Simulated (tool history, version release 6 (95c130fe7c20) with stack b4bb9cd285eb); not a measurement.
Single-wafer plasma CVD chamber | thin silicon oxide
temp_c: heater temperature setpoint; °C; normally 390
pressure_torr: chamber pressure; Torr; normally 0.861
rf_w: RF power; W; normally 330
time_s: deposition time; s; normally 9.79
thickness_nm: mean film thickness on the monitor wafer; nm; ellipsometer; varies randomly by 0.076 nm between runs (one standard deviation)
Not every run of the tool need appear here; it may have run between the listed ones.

run,hour,temp_c,pressure_torr,rf_w,time_s,wafers since the last listed run,hours since the last thermocouple change,hours since the last RF generator calibration,hours since the last manometer calibration,hours since the showerhead was replaced,hours since the gauge calibration,"read-back reference wafer on the same gauge, thickness_nm",thickness_nm
1,0.0,390,0.861,330,9.79,0,2106.9,1543.4,798.1,3996.9,650.7,19.537,19.360
2,28.4,390,0.861,330,9.79,753,2135.3,1571.8,826.5,4025.3,679.1,19.495,19.538
3,76.2,390,0.861,330,9.79,1268,2183.1,1619.6,874.3,4073.1,726.9,19.481,19.707
4,143.2,390,0.861,330,9.79,1778,2250.1,1686.6,941.3,4140.1,793.9,19.502,19.475
5,179.0,390,0.771,330,9.79,950,2285.9,1722.4,977.1,4175.9,829.7,19.511,17.940
6,219.5,390,0.771,330,9.79,1075,2326.4,1762.9,1017.6,4216.4,870.2,19.445,17.827
7,254.4,390,0.771,330,9.79,926,2361.3,1797.8,1052.5,4251.3,905.1,19.488,18.061
8,305.6,390,0.861,330,9.79,1359,2412.5,1849.0,1103.7,4302.5,956.3,19.487,19.836
# hour 354.1: RF generator calibrated
9,354.8,390,0.861,330,9.79,1093,2461.7,0.7,1152.9,4351.7,1005.5,19.511,19.806
10,403.0,390,0.861,330,9.79,1279,2509.9,48.9,1201.1,4399.9,1053.7,19.523,19.818
11,447.3,379,0.861,375,9.79,1175,2554.2,93.2,1245.4,4444.2,1098.0,19.476,20.984
# hour 485.5: gauge calibrated
12,502.4,390,0.757,330,11.28,1462,2609.3,148.3,1300.5,4499.3,16.9,19.499,20.564
13,547.0,390,0.757,330,11.28,1183,2653.9,192.9,1345.1,4543.9,61.5,19.497,20.647
# hour 579.4: showerhead replaced
14,589.1,390,0.861,330,9.79,905,2696.0,235.0,1387.2,9.7,103.6,19.462,19.934
15,622.5,394,0.861,330,9.79,886,2729.4,268.4,1420.6,43.1,137.0,19.549,19.973
# hour 663.0: thermocouple changed; heater temperature recalibrated
16,663.5,394,0.861,330,9.79,875,0.5,309.4,1461.6,84.1,178.0,19.518,20.074
17,713.7,390,0.861,330,8.09,1332,50.7,359.6,1511.8,134.3,228.2,19.500,16.764

The next listed run, before its measurement:
18,776.9,390,0.861,330,7.89,1677,113.9,422.8,1575.0,197.5,291.4,?,?

{"run 18": {"read-back reference wafer on the same gauge, thickness_nm": 19.519, "thickness_nm": 16.28}}
On a tool with no hidden condition, and with the same random variation, this run would have come out at thickness_nm 15.418 nm.
